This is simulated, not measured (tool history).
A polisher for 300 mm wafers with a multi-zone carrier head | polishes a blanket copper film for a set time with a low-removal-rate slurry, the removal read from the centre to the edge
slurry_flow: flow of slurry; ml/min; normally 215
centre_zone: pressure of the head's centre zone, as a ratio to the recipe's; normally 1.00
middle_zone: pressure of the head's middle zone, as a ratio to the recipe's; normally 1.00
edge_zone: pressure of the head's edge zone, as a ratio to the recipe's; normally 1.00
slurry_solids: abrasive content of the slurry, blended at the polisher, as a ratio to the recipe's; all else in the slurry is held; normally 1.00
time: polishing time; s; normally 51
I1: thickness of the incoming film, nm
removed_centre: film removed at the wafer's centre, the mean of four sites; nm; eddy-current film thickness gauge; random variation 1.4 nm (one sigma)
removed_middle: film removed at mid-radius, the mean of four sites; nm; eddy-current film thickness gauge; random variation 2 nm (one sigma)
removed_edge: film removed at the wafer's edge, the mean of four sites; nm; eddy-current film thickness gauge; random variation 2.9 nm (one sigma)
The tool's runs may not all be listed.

{"run": 1, "hour": 0.0, "slurry_flow": 215, "centre_zone": 0.92, "middle_zone": 1.0, "edge_zone": 1.0, "slurry_solids": 1.0, "time": 51, "I1": 1148.9, "removed_centre": 177.1, "removed_middle": 193.2, "removed_edge": 187.6}
{"hour": 27.3, "done": "centre zone pressure recalibrated"}
{"run": 2, "hour": 85.5, "slurry_flow": 215, "centre_zone": 0.92, "middle_zone": 1.0, "edge_zone": 1.0, "slurry_solids": 1.0, "time": 51, "I1": 1147.1, "removed_centre": 176.7, "removed_middle": 190.8, "removed_edge": 194.8}
{"run": 3, "hour": 120.2, "slurry_flow": 215, "centre_zone": 1.0, "middle_zone": 1.0, "edge_zone": 1.0, "slurry_solids": 1.2, "time": 51, "I1": 1145.2, "removed_centre": 199.8, "removed_middle": 198.4, "removed_edge": 204.0}
{"run": 4, "hour": 169.7, "slurry_flow": 215, "centre_zone": 1.0, "middle_zone": 1.0, "edge_zone": 1.0, "slurry_solids": 1.2, "time": 51, "I1": 1134.7, "removed_centre": 197.8, "removed_middle": 200.2, "removed_edge": 205.5}
{"hour": 195.6, "done": "worn pad replaced by a new one"}
{"run": 5, "hour": 196.2, "slurry_flow": 215, "centre_zone": 1.0, "middle_zone": 0.95, "edge_zone": 1.0, "slurry_solids": 1.0, "time": 51, "I1": 1138.1, "removed_centre": 190.7, "removed_middle": 182.9, "removed_edge": 191.6}
{"run": 6, "hour": 240.3, "slurry_flow": 215, "centre_zone": 1.0, "middle_zone": 0.95, "edge_zone": 1.0, "slurry_solids": 1.0, "time": 51, "I1": 1132.5, "removed_centre": 190.4, "removed_middle": 177.5, "removed_edge": 189.1}
{"hour": 287.9, "done": "edge zone pressure recalibrated"}
{"run": 7, "hour": 326.5, "slurry_flow": 215, "centre_zone": 1.0, "middle_zone": 0.95, "edge_zone": 1.0, "slurry_solids": 1.0, "time": 51, "I1": 1156.4, "removed_centre": 187.5, "removed_middle": 176.9, "removed_edge": 189.0}
{"hour": 363.1, "done": "slurry nozzle cleaned"}
{"hour": 374.8, "done": "carrier head's membrane replaced by a new one"}
{"run": 8, "hour": 387.7, "slurry_flow": 215, "centre_zone": 1.0, "middle_zone": 1.0, "edge_zone": 1.0, "slurry_solids": 1.0, "time": 64, "I1": 1157.8, "removed_centre": 244.4, "removed_middle": 245.8, "removed_edge": 241.6}
{"run": 9, "hour": 429.9, "slurry_flow": 215, "centre_zone": 1.0, "middle_zone": 1.0, "edge_zone": 1.0, "slurry_solids": 1.0, "time": 64, "I1": 1154.0, "removed_centre": 248.4, "removed_middle": 245.8, "removed_edge": 249.8}
{"hour": 468.2, "done": "worn pad replaced by a new one"}
{"run": 10, "hour": 468.7, "slurry_flow": 215, "centre_zone": 1.0, "middle_zone": 1.0, "edge_zone": 1.0, "slurry_solids": 1.0, "time": 51, "I1": 1137.5, "removed_centre": 196.1, "removed_middle": 195.9, "removed_edge": 194.1}
{"run": 11, "hour": 515.9, "slurry_flow": 215, "centre_zone": 1.11, "middle_zone": 1.07, "edge_zone": 1.1, "slurry_solids": 1.0, "time": 51, "I1": 1150.9, "removed_centre": 215.8, "removed_middle": 204.4, "removed_edge": 207.1}
{"run": 12, "hour": 581.1, "slurry_flow": 215, "centre_zone": 1.0, "middle_zone": 1.0, "edge_zone": 1.0, "slurry_solids": 0.8, "time": 66, "I1": 1153.5, "removed_centre": 243.9, "removed_middle": 240.5, "removed_edge": 241.3}
{"run": 13, "hour": 642.5, "slurry_flow": 215, "centre_zone": 1.0, "middle_zone": 1.0, "edge_zone": 1.0, "slurry_solids": 1.0, "time": 51, "I1": 1158.1, "removed_centre": 192.8, "removed_middle": 190.2, "removed_edge": 193.2}
{"hour": 704.3, "done": "worn pad replaced by a new one"}
{"run": 14, "hour": 707.6, "slurry_flow": 215, "centre_zone": 1.0, "middle_zone": 1.0, "edge_zone": 1.0, "slurry_solids": 1.0, "time": 51, "I1": 1168.1, "removed_centre": 189.6, "removed_middle": 189.3, "removed_edge": 192.7}
{"run": 15, "hour": 737.9, "slurry_flow": 215, "centre_zone": 1.0, "middle_zone": 1.0, "edge_zone": 1.0, "slurry_solids": 1.0, "time": 51, "I1": 1160.8, "removed_centre": 190.8, "removed_middle": 187.2, "removed_edge": 184.7}
{"run": 16, "hour": 782.4, "slurry_flow": 215, "centre_zone": 1.0, "middle_zone": 1.0, "edge_zone": 1.0, "slurry_solids": 1.0, "time": 51, "I1": 1172.4, "removed_centre": 189.3, "removed_middle": 188.9, "removed_edge": 192.6}
{"hour": 815.3, "done": "slurry nozzle cleaned"}
{"hour": 873.6, "done": "edge zone pressure recalibrated"}
{"hour": 917.8, "done": "centre zone pressure recalibrated"}
{"hour": 953.7, "done": "worn pad replaced by a new one"}
{"run": 17, "hour": 987.9, "slurry_flow": 155, "centre_zone": 1.0, "middle_zone": 1.0, "edge_zone": 1.08, "slurry_solids": 0.9, "time": 51, "I1": 1128.3, "removed_centre": 180.0, "removed_middle": 175.8, "removed_edge": 186.1}
{"run": 18, "hour": 1046.3, "slurry_flow": 215, "centre_zone": 1.0, "middle_zone": 1.0, "edge_zone": 1.0, "slurry_solids": 1.15, "time": 51, "I1": 1162.8, "removed_centre": 200.3, "removed_middle": 201.8, "removed_edge": 202.1}
{"run": 19, "hour": 1096.2, "slurry_flow": 215, "centre_zone": 1.1, "middle_zone": 1.0, "edge_zone": 1.0, "slurry_solids": 0.9, "time": 51, "I1": 1160.8, "removed_centre": 209.9, "removed_middle": 188.3, "removed_edge": 186.7}
{"run": 20, "hour": 1157.5, "slurry_flow": 215, "centre_zone": 1.0, "middle_zone": 1.0, "edge_zone": 1.09, "slurry_solids": 1.0, "time": 51, "I1": 1151.4, "removed_centre": 190.2, "removed_middle": 190.4, "removed_edge": 200.0}
{"run": 21, "hour": 1184.4, "slurry_flow": 175, "centre_zone": 1.0, "middle_zone": 1.0, "edge_zone": 1.03, "slurry_solids": 1.25, "time": 39, "I1": 1140.6, "removed_centre": 146.0, "removed_middle": 145.4, "removed_edge": 149.3}
{"hour": 1195.4, "done": "worn pad replaced by a new one"}
{"run": 22, "hour": 1242.8, "slurry_flow": 215, "centre_zone": 1.0, "middle_zone": 0.9, "edge_zone": 1.0, "slurry_solids": 0.8, "time": 51, "I1": 1158.9, "removed_centre": 181.0, "removed_middle": 166.3, "removed_edge": 178.1}

Consider 3 possible next runs. They are alternatives, not a sequence: every one starts from the tool as it was left by run 22. What does each give?
{"run": "A", "hour": 1243.2, "slurry_flow": 245, "centre_zone": 1.0, "middle_zone": 1.0, "edge_zone": 1.0, "slurry_solids": 1.0, "time": 51, "I1": 1127.5, "removed_centre": "?", "removed_middle": "?", "removed_edge": "?"}
{"run": "B", "hour": 1243.2, "slurry_flow": 215, "centre_zone": 1.03, "middle_zone": 1.0, "edge_zone": 1.0, "slurry_solids": 1.2, "time": 51, "I1": 1127.5, "removed_centre": "?", "removed_middle": "?", "removed_edge": "?"}
{"run": "C", "hour": 1243.2, "slurry_flow": 215, "centre_zone": 1.0, "middle_zone": 1.0, "edge_zone": 1.0, "slurry_solids": 1.0, "time": 38, "I1": 1127.5, "removed_centre": "?", "removed_middle": "?", "removed_edge": "?"}

run=A removed_centre=193.9 removed_middle=192.7 removed_edge=199.6
run=B removed_centre=201.9 removed_middle=195.2 removed_edge=203.5
run=C removed_centre=140.8 removed_middle=140.3 removed_edge=146.2
What these runs would have given with no unlogged condition in the tool:
run=A removed_centre=201.7 removed_middle=199.6 removed_edge=205.0
run=B removed_centre=211.2 removed_middle=203.2 removed_edge=209.7
run=C removed_centre=147.3 removed_middle=146.0 removed_edge=150.7
